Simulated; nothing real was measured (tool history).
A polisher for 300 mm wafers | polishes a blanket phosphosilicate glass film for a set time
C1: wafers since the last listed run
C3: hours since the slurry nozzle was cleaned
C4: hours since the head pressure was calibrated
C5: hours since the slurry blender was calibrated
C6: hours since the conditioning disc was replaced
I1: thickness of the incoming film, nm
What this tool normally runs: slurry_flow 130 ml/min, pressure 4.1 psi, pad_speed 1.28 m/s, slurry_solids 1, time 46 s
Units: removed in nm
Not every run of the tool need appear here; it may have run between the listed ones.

Run 1, hour 0: usual settings but pressure 5.1 psi, slurry_solids 0.8; C1 0; wafers polished on this pad 667; C3 260.9; C4 566; C5 31.7; C6 2.6; I1 3513.3. Result: removed 673.4 nm.
Run 2, hour 32: usual settings but pressure 5.1 psi, slurry_solids 0.8; C1 319; wafers polished on this pad 987; C3 292.9; C4 598; C5 63.7; C6 34.6; I1 3558.9. Result: removed 671.5 nm.
At hour 92.2: worn pad replaced by a new one.
At hour 202.9: slurry nozzle cleaned.
Run 3, hour 215.2: usual settings but slurry_flow 140 ml/min; C1 1779; wafers polished on this pad 1218; C3 12.3; C4 781.2; C5 246.9; C6 217.8; I1 3533.7. Result: removed 573.3 nm.
Run 4, hour 250.1: usual settings but slurry_flow 140 ml/min; C1 348; wafers polished on this pad 1566; C3 47.2; C4 816.1; C5 281.8; C6 252.7; I1 3569.6. Result: removed 576.6 nm.
At hour 289.5: worn pad replaced by a new one.
Run 5, hour 321.7: usual settings but slurry_flow 140 ml/min; C1 674; wafers polished on this pad 321; C3 118.8; C4 887.7; C5 353.4; C6 324.3; I1 3538.1. Result: removed 567.6 nm.
Run 6, hour 346.8: usual settings; C1 250; wafers polished on this pad 571; C3 143.9; C4 912.8; C5 378.5; C6 349.4; I1 3536.4. Result: removed 549.7 nm.
At hour 403.7: slurry blender recalibrated.
Run 7, hour 412.6: usual settings; C1 637; wafers polished on this pad 1208; C3 209.7; C4 978.6; C5 8.9; C6 415.2; I1 3494.2. Result: removed 585.8 nm.
Run 8, hour 461: usual settings but pad_speed 1.42 m/s, time 35 s; C1 483; wafers polished on this pad 1691; C3 258.1; C4 1027; C5 57.3; C6 463.6; I1 3504.6. Result: removed 477 nm.
At hour 484.9: worn pad replaced by a new one.
Run 9, hour 491.1: usual settings; C1 260; wafers polished on this pad 62; C3 288.2; C4 1057.1; C5 87.4; C6 493.7; I1 3507.7. Result: removed 583.2 nm.
Run 10, hour 523.5: usual settings; C1 323; wafers polished on this pad 385; C3 320.6; C4 1089.5; C5 119.8; C6 526.1; I1 3550. Result: removed 576.8 nm.
At hour 529.2: conditioning disc replaced and pad reconditioned.
Run 11, hour 590.9: usual settings but slurry_flow 105 ml/min, pressure 3.6 psi, slurry_solids 1.3, time 60 s; C1 653; wafers polished on this pad 1038; C3 388; C4 1156.9; C5 187.2; C6 61.7; I1 3518.4. Result: removed 688.9 nm.
At hour 618.3: slurry nozzle cleaned.
Run 12, hour 618.8: usual settings but pressure 4.5 psi, pad_speed 1.7 m/s, slurry_solids 0.8, time 53 s; C1 268; wafers polished on this pad 1307; C3 0.5; C4 1184.8; C5 215.1; C6 89.6; I1 3563.4. Result: removed 811.4 nm.
Run 13, hour 658.4: usual settings but pressure 5.1 psi, time 40 s; C1 395; wafers polished on this pad 1702; C3 40.1; C4 1224.4; C5 254.7; C6 129.2; I1 3524. Result: removed 610.3 nm.
At hour 664.3: worn pad replaced by a new one.
At hour 690.4: head pressure recalibrated.
At hour 830.9: worn pad replaced by a new one.
At hour 837.7: slurry blender recalibrated.
Run 14, hour 851.6: usual settings but pressure 3.5 psi, pad_speed 0.84 m/s, time 39 s; C1 1809; wafers polished on this pad 186; C3 233.3; C4 161.2; C5 13.9; C6 322.4; I1 3579.3. Result: removed 325.8 nm.
Run 15, hour 891: usual settings but slurry_solids 1.3; C1 393; wafers polished on this pad 579; C3 272.7; C4 200.6; C5 53.3; C6 361.8; I1 3504.1. Result: removed 643.7 nm.

Each row is a separate what-if for the run after 15, all from the same tool condition, not one after another. Results?
Run A, hour 891.4: usual settings but slurry_solids 0.75; C1 3; wafers polished on this pad 583; C3 273.1; C4 201; C5 53.7; C6 362.2; I1 3540. Result: removed ?.
Run B, hour 891.4: usual settings but slurry_flow 175 ml/min, pressure 2.8 psi, pad_speed 1.1 m/s, slurry_solids 1.25; C1 3; wafers polished on this pad 583; C3 273.1; C4 201; C5 53.7; C6 362.2; I1 3540. Result: removed ?.
Run C, hour 891.4: usual settings but slurry_flow 155 ml/min, pressure 4.6 psi, time 39 s; C1 3; wafers polished on this pad 583; C3 273.1; C4 201; C5 53.7; C6 362.2; I1 3540. Result: removed ?.
Run D, hour 891.4: usual settings but slurry_flow 90 ml/min, pad_speed 1.58 m/s, slurry_solids 1.3; C1 3; wafers polished on this pad 583; C3 273.1; C4 201; C5 53.7; C6 362.2; I1 3540. Result: removed ?.
Run E, hour 891.4: usual settings but slurry_solids 0.75, time 57 s; C1 3; wafers polished on this pad 583; C3 273.1; C4 201; C5 53.7; C6 362.2; I1 3540. Result: removed ?.

run  removed
  A    532.5
  B    406.8
  C    573.8
  D    707.2
  E    659.8
The same runs, with their run-to-run variation unchanged, on a tool lacking any hidden condition would have given:
run  removed
  A    542.1
  B    412.8
  C    583.1
  D    717.4
  E    671.7
